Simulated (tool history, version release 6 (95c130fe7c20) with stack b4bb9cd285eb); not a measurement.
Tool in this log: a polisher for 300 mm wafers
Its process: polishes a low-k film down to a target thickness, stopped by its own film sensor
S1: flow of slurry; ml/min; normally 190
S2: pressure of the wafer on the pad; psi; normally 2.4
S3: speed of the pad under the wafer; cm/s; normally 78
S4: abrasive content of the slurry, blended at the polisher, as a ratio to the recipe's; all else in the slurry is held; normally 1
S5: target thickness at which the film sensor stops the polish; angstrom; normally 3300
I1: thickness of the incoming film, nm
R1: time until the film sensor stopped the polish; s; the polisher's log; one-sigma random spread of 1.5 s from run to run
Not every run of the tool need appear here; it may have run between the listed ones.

run,hour,S1,S2,S3,S4,S5,I1,R1
1,0,190,2.4,78,1,3300,368.3,89
2,14.6,190,2.4,78,1,3300,370.4,95.4
# hour 20.1: worn pad replaced by a new one
3,24,190,2.4,78,0.85,3300,375,121.6
4,31,190,2.6,78,1.15,3300,369,77.6
5,41.9,190,2.4,78,1,3300,374.9,111.1
# hour 55.6: slurry blender recalibrated
6,56.1,190,1.9,50,1,3180,370.1,208.8
7,69.8,190,2.4,78,1,3300,368,91.5
8,80.6,190,2.4,78,1,3300,369,96.1
# hour 85.4: slurry nozzle cleaned
9,95.7,190,3.1,92,0.9,3160,364.7,94.2
10,114.3,190,2.4,62,0.9,3220,371.9,154.3
11,125.3,190,2.4,78,1,3300,366.6,93.7
# hour 133: conditioning disc replaced and pad reconditioned
12,137.7,190,2.4,78,1,3300,368.8,79
13,153,190,2.2,78,0.85,3390,364.5,60.4
# hour 160.1: worn pad replaced by a new one
14,162.1,190,2.4,104,1,3300,369.8,66.5
15,176.6,255,2.4,106,1.1,3300,372.4,65.1
# hour 181.4: slurry blender recalibrated
16,193,190,2.4,78,1,3240,373,102.8
17,207.9,190,2.4,78,1.1,3220,370.7,98.2
18,223.1,190,2.1,64,1,3300,369.8,110.5
19,235.1,190,2.4,78,0.85,3300,371.5,94.7
20,251.6,190,2.4,102,1,3370,363.9,45.9
21,258.7,140,2.4,78,1,3300,371.2,95.1
22,275.9,190,2.4,78,1,3300,367.7,76.9
23,292.4,190,2.4,78,1,3300,368.9,81.7
# hour 298.8: worn pad replaced by a new one
24,308.3,210,2.4,78,1,3390,373,71.2
# hour 313: slurry blender recalibrated
25,315.9,165,2.4,56,1,3300,366.3,106

Per-run results on a tool with no hidden state, each run keeping its own random variation:
What the log doesn't record here: removal rate lost through wear of the pad, %; slurry flow missing at the pad, %; deviation of the head's pressure from its setpoint, %; abrasive missing from the slurry, %; time polished since the conditioner stopped cutting, s.
run,R1
1,77.5
2,82.1
3,104
4,65.3
5,93.6
6,186.6
7,75.4
8,78.4
9,70.6
10,126.4
11,73.5
12,76.9
13,58.8
14,64.1
15,62.6
16,99.5
17,94.7
18,107.2
19,90.6
20,43.1
21,90.2
22,72.4
23,76.4
24,66
25,99.7
